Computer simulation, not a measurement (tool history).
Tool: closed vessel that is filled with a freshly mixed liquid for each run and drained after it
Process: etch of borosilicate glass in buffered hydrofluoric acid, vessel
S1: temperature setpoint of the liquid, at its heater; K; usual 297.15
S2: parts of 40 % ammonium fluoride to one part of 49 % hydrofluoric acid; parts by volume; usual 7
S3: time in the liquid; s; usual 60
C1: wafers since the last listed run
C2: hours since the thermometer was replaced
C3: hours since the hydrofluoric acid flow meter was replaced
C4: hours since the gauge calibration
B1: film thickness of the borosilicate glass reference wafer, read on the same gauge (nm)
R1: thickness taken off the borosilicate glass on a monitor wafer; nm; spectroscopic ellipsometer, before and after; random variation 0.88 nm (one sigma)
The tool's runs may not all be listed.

run 1 hour=0 | S1=297.15 S2=7 S3=60 | C1=0 C2=990.4 C3=1243.7 C4=1386.1 | B1=50 | R1=101.73
run 2 hour=36.9 | S1=297.15 S2=7 S3=60 | C1=3617 C2=1027.3 C3=1280.6 C4=1423 | B1=49.99 | R1=100.7
run 3 hour=93.4 | S1=297.15 S2=7 S3=60 | C1=5538 C2=1083.8 C3=1337.1 C4=1479.5 | B1=49.99 | R1=99.93
run 4 hour=132 | S1=297.15 S2=7 S3=60 | C1=3784 C2=1122.4 C3=1375.7 C4=1518.1 | B1=49.99 | R1=100.42
run 5 hour=184.5 | S1=297.15 S2=7 S3=60 | C1=5146 C2=1174.9 C3=1428.2 C4=1570.6 | B1=50 | R1=101.66
run 6 hour=230.4 | S1=297.15 S2=7 S3=60 | C1=4499 C2=1220.8 C3=1474.1 C4=1616.5 | B1=50 | R1=101.56
run 7 hour=291.3 | S1=297.15 S2=5.5 S3=40 | C1=5970 C2=1281.7 C3=1535 C4=1677.4 | B1=50 | R1=83.9
run 8 hour=329 | S1=297.15 S2=7 S3=60 | C1=3695 C2=1319.4 C3=1572.7 C4=1715.1 | B1=50.02 | R1=100.3
run 9 hour=394.2 | S1=297.15 S2=7 S3=60 | C1=6391 C2=1384.6 C3=1637.9 C4=1780.3 | B1=49.99 | R1=99.82
run 10 hour=421.7 | S1=297.15 S2=5.5 S3=60 | C1=2695 C2=1412.1 C3=1665.4 C4=1807.8 | B1=50 | R1=124.75
run 11 hour=445.7 | S1=297.15 S2=5.5 S3=60 | C1=2352 C2=1436.1 C3=1689.4 C4=1831.8 | B1=49.99 | R1=125.67
run 12 hour=510.5 | S1=297.15 S2=5.5 S3=60 | C1=6352 C2=1500.9 C3=1754.2 C4=1896.6 | B1=50 | R1=124.79
-- hour=527.8 thermometer replaced
run 13 hour=549.8 | S1=297.15 S2=7 S3=60 | C1=3754 C2=22 C3=1793.5 C4=1935.9 | B1=49.98 | R1=99.62
run 14 hour=596.7 | S1=297.15 S2=7 S3=60 | C1=4597 C2=68.9 C3=1840.4 C4=1982.8 | B1=50.01 | R1=100.01
run 15 hour=641.5 | S1=297.15 S2=7 S3=60 | C1=4391 C2=113.7 C3=1885.2 C4=2027.6 | B1=49.99 | R1=99.59
run 16 hour=687.4 | S1=300.15 S2=7 S3=60 | C1=4499 C2=159.6 C3=1931.1 C4=2073.5 | B1=50.02 | R1=116.93
run 17 hour=735.4 | S1=292.65 S2=10 S3=60 | C1=4705 C2=207.6 C3=1979.1 C4=2121.5 | B1=50 | R1=55.31
run 18 hour=780 | S1=294.15 S2=5 S3=95 | C1=4372 C2=252.2 C3=2023.7 C4=2166.1 | B1=50 | R1=180.14
run 19 hour=839.3 | S1=297.15 S2=7 S3=60 | C1=5813 C2=311.5 C3=2083 C4=2225.4 | B1=50 | R1=100.26
-- hour=871.2 hydrofluoric acid flow meter replaced
run 20 hour=875.6 | S1=297.15 S2=7 S3=60 | C1=3460 C2=347.8 C3=4.4 C4=2261.7 | B1=49.99 | R1=103.06
-- hour=882.4 gauge calibrated
run 21 hour=935.7 | S1=297.15 S2=7 S3=60 | C1=5891 C2=407.9 C3=64.5 C4=53.3 | B1=49.99 | R1=104.38
run 22 hour=971.4 | S1=297.15 S2=7 S3=60 | C1=3499 C2=443.6 C3=100.2 C4=89 | B1=50.02 | R1=102.85
run 23 hour=1034.2 | S1=297.15 S2=7 S3=60 | C1=6156 C2=506.4 C3=163 C4=151.8 | B1=50.01 | R1=103.04
run 24 hour=1094.5 | S1=297.15 S2=9 S3=60 | C1=5911 C2=566.7 C3=223.3 C4=212.1 | B1=49.99 | R1=78.66
run 25 hour=1143.9 | S1=301.15 S2=8 S3=45 | C1=4842 C2=616.1 C3=272.7 C4=261.5 | B1=50 | R1=82.39
run 26 hour=1179.5 | S1=294.15 S2=8.5 S3=45 | C1=3489 C2=651.7 C3=308.3 C4=297.1 | B1=50.02 | R1=53.31
run 27 hour=1230.2 | S1=293.65 S2=8 S3=60 | C1=4970 C2=702.4 C3=359 C4=347.8 | B1=50.01 | R1=73.89
run 28 hour=1264.9 | S1=297.15 S2=7 S3=60 | C1=3401 C2=737.1 C3=393.7 C4=382.5 | B1=50 | R1=103.65
run 29 hour=1309.1 | S1=297.15 S2=5 S3=80 | C1=4332 C2=781.3 C3=437.9 C4=426.7 | B1=50.01 | R1=187.31
run 30 hour=1362.3 | S1=293.15 S2=5 S3=85 | C1=5215 C2=834.5 C3=491.1 C4=479.9 | B1=50.02 | R1=157.6
run 31 hour=1400.7 | S1=298.65 S2=5.5 S3=85 | C1=3764 C2=872.9 C3=529.5 C4=518.3 | B1=50 | R1=195.2
run 32 hour=1559.3 | S1=299.15 S2=8 S3=75 | C1=15547 C2=1031.5 C3=688.1 C4=676.9 | B1=49.99 | R1=123.69
run 33 hour=1630 | S1=295.15 S2=7 S3=85 | C1=6930 C2=1102.2 C3=758.8 C4=747.6 | B1=49.99 | R1=129.85

What the log doesn't show, run by run:
liquid hotter than its thermometer reads (K): 0 in every run
gauge reads high (%): 0 in every run
H1: hydrofluoric acid flow below the setpoint (%)
run=1 H1=2.63
run=2 H1=2.71
run=3 H1=2.82
run=4 H1=2.89
run=5 H1=3
run=6 H1=3.09
run=7 H1=3.21
run=8 H1=3.28
run=9 H1=3.41
run=10 H1=3.47
run=11 H1=3.52
run=12 H1=3.64
run=13 H1=3.72
run=14 H1=3.81
run=15 H1=3.9
run=16 H1=3.99
run=17 H1=4.09
run=18 H1=4.18
run=19 H1=4.3
run=20 H1=0.052
run=21 H1=0.171
run=22 H1=0.242
run=23 H1=0.366
run=24 H1=0.486
run=25 H1=0.583
run=26 H1=0.654
run=27 H1=0.754
run=28 H1=0.823
run=29 H1=0.91
run=30 H1=1.02
run=31 H1=1.09
run=32 H1=1.41
run=33 H1=1.55
